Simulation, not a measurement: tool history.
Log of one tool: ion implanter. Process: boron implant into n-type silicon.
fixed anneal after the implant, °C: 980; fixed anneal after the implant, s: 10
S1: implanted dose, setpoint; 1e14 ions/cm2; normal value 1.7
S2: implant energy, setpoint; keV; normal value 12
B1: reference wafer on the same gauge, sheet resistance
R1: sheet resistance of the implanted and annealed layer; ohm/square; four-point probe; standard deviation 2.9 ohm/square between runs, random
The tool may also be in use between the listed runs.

run	hour	S1	S2	B1	R1
1	0	1.7	12	600.05	535.48
2	70.4	1.7	12	599.7	544.37
3	110.1	1.7	12	598.89	540.56
4	139	1.58	12	600.8	571.46
# hour 162.4: Faraday cup replaced and dose calibrated
5	175.5	1.58	12	600.5	559.4
6	200.2	1.58	12	599.99	560.7
7	264.6	1.7	12	600.68	530.76
8	293.7	1.7	15.5	598.92	508.29
9	331.1	1.7	15.5	599.09	517.02
10	388.6	1.7	12	600.98	535.29
11	440.5	1.7	12	599.07	533.21
12	484.8	1.92	12	599.77	491.77
13	542.9	1.92	12	600.2	491.77
14	594.8	1.92	12	599.63	495.16
15	642.8	1.7	9.5	599.85	556.39
16	714.7	1.7	12	600.51	547.27
17	783.6	1.21	9	600	743.17
18	844	1.7	11	600.24	553.37
# hour 895.5: Faraday cup replaced and dose calibrated
19	962	1.36	15	599.62	599.12
# hour 1085: extraction supply calibrated
20	1094.3	1.24	9	599.82	700.39
21	1157.3	1.7	15.5	600.84	513.41
22	1185.6	1.95	14	601.46	471.03
23	1249.1	1.7	12	601.06	533.84
24	1319.5	2.07	8	598.75	480.49
25	1387	1.37	9.5	599.56	656.51
26	1415.1	1.9	12	600.6	496.28
# hour 1469.1: gauge calibrated
27	1486.9	1.38	14.5	600.62	624.54
28	1551.9	2.11	8	599.96	482.67
# hour 1570.8: Faraday cup replaced and dose calibrated
29	1605.3	1.7	12	601.4	534.98
30	1657.3	1.27	12	599.51	657.85
31	1711.9	1.7	12	600.41	533.32
32	1764.3	1.84	16	600.11	486.21
33	1924.5	2.17	9	600.67	461.94
34	1985.3	1.31	16	599.78	632.96
35	2022	1.47	8.5	600.28	631.21
36	2059.4	1.88	9.5	599.11	517.71
37	2089.6	1.7	12	600.45	542.56

The logged runs with the hidden state left out (each run's random variation unchanged):
Hidden conditions of the tool in this case: deviation of the true dose from the Faraday cup's reading, %; deviation of the true energy from its setpoint, %; gauge reads high (%).
run	R1
1	521.7
2	528.33
3	523.5
4	552.63
5	556.6
6	557.16
7	525.59
8	502.66
9	510.29
10	526.56
11	523.04
12	481.14
13	479.61
14	481.54
15	539.6
16	528.87
17	715.17
18	530.85
19	596.93
20	692.79
21	506.3
22	463.67
23	523.72
24	469.16
25	639.18
26	482.37
27	605.28
28	465.06
29	530.4
30	650.51
31	525.74
32	478.07
33	449.71
34	615.4
35	611.56
36	500.45
37	523.96
